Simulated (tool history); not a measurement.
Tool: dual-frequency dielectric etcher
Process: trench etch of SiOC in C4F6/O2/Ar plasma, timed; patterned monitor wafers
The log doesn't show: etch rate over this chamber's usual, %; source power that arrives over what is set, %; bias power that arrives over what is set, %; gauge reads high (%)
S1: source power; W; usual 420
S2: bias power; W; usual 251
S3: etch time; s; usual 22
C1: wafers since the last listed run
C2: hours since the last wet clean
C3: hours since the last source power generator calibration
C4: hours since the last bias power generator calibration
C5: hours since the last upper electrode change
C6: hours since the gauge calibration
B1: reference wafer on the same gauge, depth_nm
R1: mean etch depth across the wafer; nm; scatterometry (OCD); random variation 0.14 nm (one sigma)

run	day	S1	S2	S3	C1	C2	C3	C4	C5	C6	B1	R1
1	0	420	215	22	0	201.7	3158.2	2585.1	2062.2	441.5	41.7	47.3
2	0.967	420	215	22	434	224.9	3181.4	2608.3	2085.4	464.7	41.7	47.6
3	2.279	420	251	22	590	256.4	3212.9	2639.8	2116.9	496.2	41.7	49.2
# day 2.862: gauge calibrated
4	4.408	420	251	22	957	307.5	3264	2690.9	2168	37.1	41.7	49.7
5	5.188	420	251	22	350	326.2	3282.7	2709.6	2186.7	55.8	41.7	49.5
6	6.421	420	251	22	554	355.8	3312.3	2739.2	2216.3	85.4	41.7	49.6
7	7.904	420	251	22	666	391.4	3347.9	2774.8	2251.9	121	41.8	49.8
8	8.742	420	251	22	376	411.5	3368	2794.9	2272	141.1	41.7	49.7
9	9.742	420	251	22	449	435.5	3392	2818.9	2296	165.1	41.8	49.9
# day 10.892: wet clean of the chamber
10	11.129	340	251	22	174	5.7	3425.3	2852.2	2329.3	198.4	41.7	43.2
11	12.075	420	251	26	425	28.4	3448	2874.9	2352	221.1	41.7	57.9
12	13.321	420	290	22	560	58.3	3477.9	2904.8	2381.9	251	41.7	50.7
13	14.229	420	290	22	408	80.1	3499.7	2926.6	2403.7	272.8	41.7	51
14	14.733	420	290	22	226	92.2	3511.8	2938.7	2415.8	284.9	41.7	51.2
15	15.658	420	251	22	415	114.4	3534	2960.9	2438	307.1	41.7	48.9
16	16.208	480	225	19.5	247	127.6	3547.2	2974.1	2451.2	320.3	41.7	45.5
# day 16.838: bias power generator calibrated
17	17.5	420	251	25.5	505	158.6	3578.2	15.9	2482.2	351.3	41.7	56.9
18	18.529	490	312	17.5	462	183.3	3602.9	40.6	2506.9	376	41.7	45.5
19	19.433	470	251	19.5	406	205	3624.6	62.3	2528.6	397.7	41.7	46.7
# day 20.95: gauge calibrated
# day 21.412: upper electrode replaced
20	21.433	470	251	22	449	253	3672.6	110.3	0.5	11.6	41.7	52.8
21	21.446	420	251	18	5	253.3	3672.9	110.6	0.8	11.9	41.6	40.5
# day 24.188: source power generator calibrated
22	25.412	510	227	22	1708	348.5	29.4	205.8	96	107.1	41.7	54.3
23	26.062	420	215	22	292	364.1	45	221.4	111.6	122.7	41.6	47.9
24	27.483	420	251	22	638	398.2	79.1	255.5	145.7	156.8	41.8	50.2
25	28.208	420	251	22	325	415.6	96.5	272.9	163.1	174.2	41.8	50.4
26	29.138	420	223	22	417	437.9	118.8	295.2	185.4	196.5	41.7	48.6
27	30.208	350	303	19	481	463.6	144.5	320.9	211.1	222.2	41.6	41.2
28	31.454	500	197	27.5	560	493.5	174.4	350.8	241	252.1	41.7	64.9
29	32.283	420	284	22	372	513.4	194.3	370.7	260.9	272	41.7	52.3
# day 33.8: wet clean of the chamber
30	33.821	330	281	27.5	241	0.5	231.2	407.6	297.8	308.9	41.7	55.1
31	33.833	420	296	22	5	0.8	231.5	407.9	298.1	309.2	41.7	51.5

Forecast each of these 3 alternatives for the next run:
A	33.85	500	251	22	7	1.2	231.9	408.3	298.5	309.6	?	?
B	33.85	520	251	22	7	1.2	231.9	408.3	298.5	309.6	?	?
C	33.85	390	251	22	7	1.2	231.9	408.3	298.5	309.6	?	?

run	B1	R1
A	41.7	53.8
B	41.7	54.9
C	41.7	46.9
Without the tool's hidden state the same runs would have given:
run	R1
A	53.2
B	54.3
C	46.4
